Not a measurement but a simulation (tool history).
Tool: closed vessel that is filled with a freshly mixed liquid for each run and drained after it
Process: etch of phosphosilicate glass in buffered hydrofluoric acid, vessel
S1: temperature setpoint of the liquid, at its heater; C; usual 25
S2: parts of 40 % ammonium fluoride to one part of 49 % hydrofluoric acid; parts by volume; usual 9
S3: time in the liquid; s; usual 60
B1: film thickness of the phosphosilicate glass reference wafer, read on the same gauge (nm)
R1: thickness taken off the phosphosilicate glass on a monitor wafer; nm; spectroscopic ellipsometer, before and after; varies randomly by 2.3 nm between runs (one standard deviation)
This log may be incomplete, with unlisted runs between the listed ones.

run	day	S1	S2	S3	B1	R1
1	0	25	9	60	130	610.39
2	0.612	25	9	60	130	614.06
# day 1.012: thermometer replaced
3	1.033	25	9	60	130	595.94
4	1.358	25	9	60	130.01	597.49
5	3.508	25	7.5	60	130	729.11
6	3.975	25	7.5	60	130.01	723.13
7	4.508	25	7.5	60	130	718.97
8	5.196	23.5	9	60	129.99	548.11
# day 5.296: thermometer replaced, repeated, since the last time left the tool worse
9	5.521	23.5	9	60	129.99	588.86
10	5.962	23.5	9	60	130	587.39
11	6.683	22.5	8	90	130	951.09
# day 6.758: gauge calibrated
12	7.312	28.5	5.5	80	129.99	1653.25
13	7.712	21.5	12	30	130.02	205.08
14	8.329	25	10.5	60	130	568.73
15	8.804	25	9	60	130.01	637.92
16	9.383	28	11.5	75	129.99	760.33
17	9.775	28	9	60	130.01	747.29
18	10.508	28.5	7	90	130	1520.26
# day 10.904: hydrofluoric acid flow meter replaced
19	11.1	21	12	60	130.02	397.55
20	11.358	28	12	85	130.01	831.6
21	11.846	20.5	10.5	30	130.01	219.63
22	12.283	29	7	75	130.01	1287.6
23	12.742	29.5	6.5	45	129.99	847.55
24	13.162	29	11	60	129.99	670.67
25	13.812	25	9	30	130.01	318.5
26	15.888	28	9	30	129.99	370.53
27	16.375	22	7	70	129.99	824.1
28	18.096	25	10.5	60	130	560.22
29	18.842	25	9	60	129.99	631.74
30	20.658	25	9	60	130	629.84
31	21.012	25	9	60	129.99	631.62

Here are 5 independent what-if runs from the current tool condition. What would each one return?
A	21.042	25	8	60	?	?
B	21.042	27	12.5	80	?	?
C	21.042	22	5.5	30	?	?
D	21.042	22	9	85	?	?
E	21.042	29.5	9	60	?	?

run	B1	R1
A	130	719.88
B	130	708.45
C	130	434.15
D	130	761.53
E	130	805.8
Had the tool no hidden state, the same runs would have come out as:
run	R1
A	730.08
B	718.39
C	440.42
D	772.56
E	816.9

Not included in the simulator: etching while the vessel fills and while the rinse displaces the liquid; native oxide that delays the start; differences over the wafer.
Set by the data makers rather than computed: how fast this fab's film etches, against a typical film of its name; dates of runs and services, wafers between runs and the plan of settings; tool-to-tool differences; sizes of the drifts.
